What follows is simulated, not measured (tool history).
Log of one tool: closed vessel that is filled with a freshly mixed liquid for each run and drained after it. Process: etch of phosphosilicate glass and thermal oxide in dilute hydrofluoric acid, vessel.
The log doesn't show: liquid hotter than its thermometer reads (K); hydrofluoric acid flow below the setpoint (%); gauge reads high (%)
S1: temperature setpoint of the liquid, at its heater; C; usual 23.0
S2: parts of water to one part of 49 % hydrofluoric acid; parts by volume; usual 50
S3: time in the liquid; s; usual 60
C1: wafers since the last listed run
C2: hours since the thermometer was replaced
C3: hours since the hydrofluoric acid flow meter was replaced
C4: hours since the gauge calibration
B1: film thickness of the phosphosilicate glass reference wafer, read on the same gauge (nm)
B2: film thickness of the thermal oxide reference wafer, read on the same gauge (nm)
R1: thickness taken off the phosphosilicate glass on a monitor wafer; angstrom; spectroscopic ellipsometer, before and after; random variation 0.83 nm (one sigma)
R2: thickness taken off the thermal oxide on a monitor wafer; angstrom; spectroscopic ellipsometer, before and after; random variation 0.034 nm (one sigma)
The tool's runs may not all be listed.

run,day,S1,S2,S3,C1,C2,C3,C4,B1,B2,R1,R2
1,0.000,23.0,70,70,0,1690.5,115.3,277.1,59.95,49.94,1098.7,55.1
2,1.729,23.0,70,70,3156,1732.0,156.8,318.6,59.99,49.99,1099.1,54.9
3,3.912,23.0,50,70,3985,1784.4,209.2,371.0,59.93,50.02,1584.7,80.2
# day 4.146: gauge calibrated
4,5.975,23.0,50,70,3764,1833.9,258.7,43.9,60.00,49.99,1578.8,80.0
5,7.738,23.0,50,70,3217,1876.2,301.0,86.2,60.01,50.02,1588.2,79.7
6,8.825,23.0,50,60,1984,1902.3,327.1,112.3,60.01,49.96,1348.4,67.5
7,10.417,23.0,35,80,2905,1940.5,365.3,150.5,59.99,50.01,2630.4,133.3
# day 12.167: hydrofluoric acid flow meter replaced
8,13.012,23.0,50,80,4662,2002.8,20.3,212.8,60.03,49.94,1805.4,91.7
9,15.375,23.0,50,80,4312,2059.5,77.0,269.5,60.01,50.02,1816.6,90.7
10,17.042,25.5,50,70,3042,2099.5,117.0,309.5,60.01,49.96,1765.8,89.7
# day 17.246: thermometer replaced
11,18.558,20.5,25,80,2692,31.5,153.4,345.9,59.98,50.03,3066.0,155.0
12,20.850,19.0,65,60,4182,86.5,208.4,400.9,59.98,50.06,802.3,39.8
# day 22.371: gauge calibrated
13,23.829,23.0,50,60,5437,158.0,279.9,35.0,59.93,50.01,1246.4,63.3
14,25.367,23.0,50,60,2806,194.9,316.8,71.9,59.96,49.97,1246.9,63.2
15,26.979,25.0,55,40,2943,233.6,355.5,110.6,60.00,50.05,812.3,41.3
# day 28.017: hydrofluoric acid flow meter replaced
16,28.479,23.0,70,60,2661,269.6,11.1,146.6,60.00,50.05,869.9,44.2
17,30.592,23.0,50,60,3855,320.3,61.8,197.3,60.01,50.04,1251.0,62.8
18,31.842,21.5,50,60,2281,350.3,91.8,227.3,60.01,50.02,1194.9,59.2

Hidden state or all else? Some run-to-run changes of R1, split into what the settings, what came in and random variation would give without the hidden state, and what is left for the hidden state (with any gauge scatter that isn't in both results):
Run 10 -> 11: S1 25.5 -> 20.5, S2 50 -> 25, S3 70 -> 80, thermometer replaced. R1 +1300.2 angstrom: hidden state -151.4, all else +1451.6.
Run 11 -> 12: S1 20.5 -> 19.0, S2 25 -> 65, S3 80 -> 60. R1 -2263.7 angstrom: hidden state -9.7, all else -2254.0.

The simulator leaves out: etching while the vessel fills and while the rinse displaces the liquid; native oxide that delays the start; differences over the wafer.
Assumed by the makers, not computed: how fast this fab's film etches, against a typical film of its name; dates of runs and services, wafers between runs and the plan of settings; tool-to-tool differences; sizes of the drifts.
